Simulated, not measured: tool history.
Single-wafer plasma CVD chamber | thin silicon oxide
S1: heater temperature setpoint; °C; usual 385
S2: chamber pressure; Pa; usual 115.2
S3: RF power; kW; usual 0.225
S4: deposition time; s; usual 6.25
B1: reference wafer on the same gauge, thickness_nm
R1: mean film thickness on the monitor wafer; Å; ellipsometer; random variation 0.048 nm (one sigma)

| run | hour | S1 | S2 | S3 | S4 | B1 | R1 |
|---|---|---|---|---|---|---|---|
| 1 | 0.0 | 377 | 115.2 | 0.225 | 6.59 | 9.900 | 118.47 |
| 2 | 32.6 | 377 | 115.2 | 0.225 | 6.59 | 9.890 | 118.47 |
| 3 | 53.7 | 385 | 115.2 | 0.225 | 6.25 | 9.900 | 111.23 |
| 4 | 86.4 | 385 | 115.2 | 0.225 | 6.25 | 9.892 | 112.34 |
| 5 | 118.3 | 385 | 115.2 | 0.225 | 6.25 | 9.894 | 111.51 |
| 6 | 142.1 | 385 | 115.2 | 0.205 | 5.44 | 9.902 | 91.27 |
| 7 | 154.8 | 385 | 115.2 | 0.205 | 5.44 | 9.891 | 91.84 |
| 8 | 190.0 | 385 | 115.2 | 0.225 | 6.25 | 9.902 | 111.27 |
| 9 | 203.0 | 385 | 115.2 | 0.225 | 6.25 | 9.889 | 111.57 |
| 10 | 223.6 | 385 | 115.2 | 0.225 | 6.25 | 9.910 | 111.08 |
| 11 | 235.7 | 373 | 115.2 | 0.225 | 6.25 | 9.899 | 111.73 |
|  | 254.4 | thermocouple changed; heater temperature recalibrated |
| 12 | 256.2 | 391 | 132.8 | 0.225 | 6.25 | 9.912 | 125.60 |
|  | 277.6 | gauge calibrated |
| 13 | 289.3 | 390 | 140.9 | 0.185 | 6.62 | 9.900 | 124.20 |
|  | 308.1 | showerhead replaced |
|  | 325.8 | RF generator calibrated |
| 14 | 326.3 | 385 | 133.2 | 0.225 | 6.25 | 9.896 | 131.83 |
| 15 | 350.5 | 378 | 123.5 | 0.195 | 5.10 | 9.896 | 93.81 |
| 16 | 372.8 | 385 | 115.2 | 0.225 | 6.25 | 9.884 | 116.43 |

The next listed run, before its measurement:
|  | 385.4 | capacitance manometer re-zeroed and calibrated |
| 17 | 397.4 | 375 | 106.0 | 0.225 | 6.84 | ? | ? |

B1: 9.911
R1: 116.84 Å
Without the tool's hidden state the same run would have given R1 117.72 Å.
